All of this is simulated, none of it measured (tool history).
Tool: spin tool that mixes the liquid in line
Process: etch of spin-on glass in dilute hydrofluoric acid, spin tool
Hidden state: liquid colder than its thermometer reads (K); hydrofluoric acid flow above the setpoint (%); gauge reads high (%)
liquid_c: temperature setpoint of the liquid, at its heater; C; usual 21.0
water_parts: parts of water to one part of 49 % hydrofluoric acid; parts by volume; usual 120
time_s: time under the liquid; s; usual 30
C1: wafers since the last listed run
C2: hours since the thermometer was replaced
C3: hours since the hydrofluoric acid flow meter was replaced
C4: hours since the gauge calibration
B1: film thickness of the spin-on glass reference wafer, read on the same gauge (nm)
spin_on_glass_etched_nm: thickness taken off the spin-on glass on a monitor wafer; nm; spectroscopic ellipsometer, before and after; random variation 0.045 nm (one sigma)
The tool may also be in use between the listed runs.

Run 1, hour 0.0: usual settings; C1 0; C2 1332.8; C3 415.8; C4 401.8; B1 69.988. Result: spin_on_glass_etched_nm 4.788 nm.
Run 2, hour 30.8: usual settings; C1 337; C2 1363.6; C3 446.6; C4 432.6; B1 69.958. Result: spin_on_glass_etched_nm 4.765 nm.
Run 3, hour 57.7: usual settings but time_s 15 s; C1 294; C2 1390.5; C3 473.5; C4 459.5; B1 69.964. Result: spin_on_glass_etched_nm 2.405 nm.
Run 4, hour 75.2: usual settings but time_s 15 s; C1 191; C2 1408.0; C3 491.0; C4 477.0; B1 69.998. Result: spin_on_glass_etched_nm 2.382 nm.
At hour 84.8: gauge calibrated.
Run 5, hour 96.1: usual settings but liquid_c 19.0 C, time_s 15 s; C1 228; C2 1428.9; C3 511.9; C4 11.3; B1 69.955. Result: spin_on_glass_etched_nm 2.213 nm.
Run 6, hour 123.8: usual settings; C1 303; C2 1456.6; C3 539.6; C4 39.0; B1 69.976. Result: spin_on_glass_etched_nm 4.769 nm.
Run 7, hour 139.9: usual settings; C1 176; C2 1472.7; C3 555.7; C4 55.1; B1 69.988. Result: spin_on_glass_etched_nm 4.807 nm.
Run 8, hour 162.5: usual settings; C1 247; C2 1495.3; C3 578.3; C4 77.7; B1 70.043. Result: spin_on_glass_etched_nm 4.759 nm.
Run 9, hour 188.7: usual settings but liquid_c 19.0 C; C1 287; C2 1521.5; C3 604.5; C4 103.9; B1 70.032. Result: spin_on_glass_etched_nm 4.330 nm.
Run 10, hour 208.6: usual settings; C1 218; C2 1541.4; C3 624.4; C4 123.8; B1 70.019. Result: spin_on_glass_etched_nm 4.793 nm.
Run 11, hour 226.1: usual settings but liquid_c 17.0 C, water_parts 105 parts by volume; C1 191; C2 1558.9; C3 641.9; C4 141.3; B1 69.999. Result: spin_on_glass_etched_nm 4.672 nm.
Run 12, hour 258.0: usual settings but liquid_c 17.0 C, water_parts 105 parts by volume; C1 349; C2 1590.8; C3 673.8; C4 173.2; B1 70.001. Result: spin_on_glass_etched_nm 4.723 nm.
Run 13, hour 271.5: usual settings but liquid_c 19.5 C, time_s 35 s; C1 147; C2 1604.3; C3 687.3; C4 186.7; B1 69.962. Result: spin_on_glass_etched_nm 5.263 nm.
Run 14, hour 298.3: usual settings but liquid_c 19.5 C, time_s 35 s; C1 293; C2 1631.1; C3 714.1; C4 213.5; B1 69.983. Result: spin_on_glass_etched_nm 5.137 nm.
Run 15, hour 310.9: usual settings; C1 138; C2 1643.7; C3 726.7; C4 226.1; B1 69.999. Result: spin_on_glass_etched_nm 4.749 nm.
Run 16, hour 337.8: usual settings; C1 294; C2 1670.6; C3 753.6; C4 253.0; B1 70.006. Result: spin_on_glass_etched_nm 4.777 nm.
At hour 347.3: thermometer replaced.
Run 17, hour 370.8: usual settings; C1 350; C2 23.5; C3 786.6; C4 286.0; B1 70.007. Result: spin_on_glass_etched_nm 4.513 nm.
Run 18, hour 392.7: usual settings but liquid_c 19.5 C, water_parts 70 parts by volume, time_s 50 s; C1 239; C2 45.4; C3 808.5; C4 307.9; B1 70.015. Result: spin_on_glass_etched_nm 12.710 nm.
Run 19, hour 422.5: usual settings; C1 326; C2 75.2; C3 838.3; C4 337.7; B1 70.016. Result: spin_on_glass_etched_nm 4.480 nm.
Run 20, hour 441.6: usual settings; C1 209; C2 94.3; C3 857.4; C4 356.8; B1 69.986. Result: spin_on_glass_etched_nm 4.406 nm.
Run 21, hour 461.7: usual settings but liquid_c 17.5 C, water_parts 105 parts by volume, time_s 50 s; C1 220; C2 114.4; C3 877.5; C4 376.9; B1 70.018. Result: spin_on_glass_etched_nm 7.482 nm.
At hour 478.4: thermometer replaced, repeated, since the last time left the tool worse.
Run 22, hour 493.4: usual settings; C1 336; C2 15.0; C3 909.2; C4 408.6; B1 70.003. Result: spin_on_glass_etched_nm 5.072 nm.
Run 23, hour 528.2: usual settings but liquid_c 23.5 C; C1 381; C2 49.8; C3 944.0; C4 443.4; B1 70.045. Result: spin_on_glass_etched_nm 5.607 nm.
Run 24, hour 563.0: usual settings but liquid_c 24.0 C, water_parts 170 parts by volume, time_s 40 s; C1 381; C2 84.6; C3 978.8; C4 478.2; B1 69.970. Result: spin_on_glass_etched_nm 5.017 nm.
At hour 577.0: gauge calibrated.
Run 25, hour 583.3: usual settings but liquid_c 24.5 C, water_parts 160 parts by volume, time_s 15 s; C1 222; C2 104.9; C3 999.1; C4 6.3; B1 69.964. Result: spin_on_glass_etched_nm 2.097 nm.
At hour 611.4: hydrofluoric acid flow meter replaced.
Run 26, hour 612.9: usual settings but liquid_c 19.5 C, water_parts 70 parts by volume, time_s 50 s; C1 313; C2 134.5; C3 1.5; C4 35.9; B1 70.015. Result: spin_on_glass_etched_nm 14.216 nm.
Run 27, hour 631.6: usual settings but liquid_c 17.5 C, water_parts 90 parts by volume, time_s 40 s; C1 204; C2 153.2; C3 20.2; C4 54.6; B1 69.989. Result: spin_on_glass_etched_nm 7.994 nm.
Run 28, hour 645.5: usual settings but water_parts 140 parts by volume, time_s 45 s; C1 152; C2 167.1; C3 34.1; C4 68.5; B1 69.976. Result: spin_on_glass_etched_nm 6.252 nm.
Run 29, hour 672.8: usual settings; C1 299; C2 194.4; C3 61.4; C4 95.8; B1 70.010. Result: spin_on_glass_etched_nm 5.039 nm.
Run 30, hour 685.5: usual settings; C1 139; C2 207.1; C3 74.1; C4 108.5; B1 70.017. Result: spin_on_glass_etched_nm 4.985 nm.
Run 31, hour 712.1: usual settings but liquid_c 25.5 C, time_s 45 s; C1 291; C2 233.7; C3 100.7; C4 135.1; B1 69.975. Result: spin_on_glass_etched_nm 9.003 nm.
Run 32, hour 740.5: usual settings but liquid_c 25.5 C; C1 311; C2 262.1; C3 129.1; C4 163.5; B1 70.008. Result: spin_on_glass_etched_nm 5.992 nm.
Run 33, hour 768.8: usual settings but liquid_c 26.0 C, water_parts 150 parts by volume, time_s 45 s; C1 310; C2 290.4; C3 157.4; C4 191.8; B1 69.993. Result: spin_on_glass_etched_nm 7.007 nm.

Forecast each of these 5 alternatives for the next run:
Run A, hour 769.2: usual settings but water_parts 65 parts by volume; C1 4; C2 290.8; C3 157.8; C4 192.2; B1 ?. Result: spin_on_glass_etched_nm ?.
Run B, hour 769.2: usual settings but liquid_c 25.0 C, water_parts 90 parts by volume, time_s 45 s; C1 4; C2 290.8; C3 157.8; C4 192.2; B1 ?. Result: spin_on_glass_etched_nm ?.
Run C, hour 769.2: usual settings but liquid_c 26.0 C, water_parts 75 parts by volume, time_s 50 s; C1 4; C2 290.8; C3 157.8; C4 192.2; B1 ?. Result: spin_on_glass_etched_nm ?.
Run D, hour 769.2: usual settings but liquid_c 17.5 C, water_parts 100 parts by volume, time_s 15 s; C1 4; C2 290.8; C3 157.8; C4 192.2; B1 ?. Result: spin_on_glass_etched_nm ?.
Run E, hour 769.2: usual settings but liquid_c 26.0 C, time_s 15 s; C1 4; C2 290.8; C3 157.8; C4 192.2; B1 ?. Result: spin_on_glass_etched_nm ?.

run      B1  spin_on_glass_etched_nm
  A  70.017                    9.796
  B  70.017                   12.112
  C  70.017                   17.134
  D  70.017                    2.643
  E  70.017                    3.033
Without the tool's hidden state the same runs would have given:
run  spin_on_glass_etched_nm
  A                    9.936
  B                   12.276
  C                   17.368
  D                    2.682
  E                    3.072
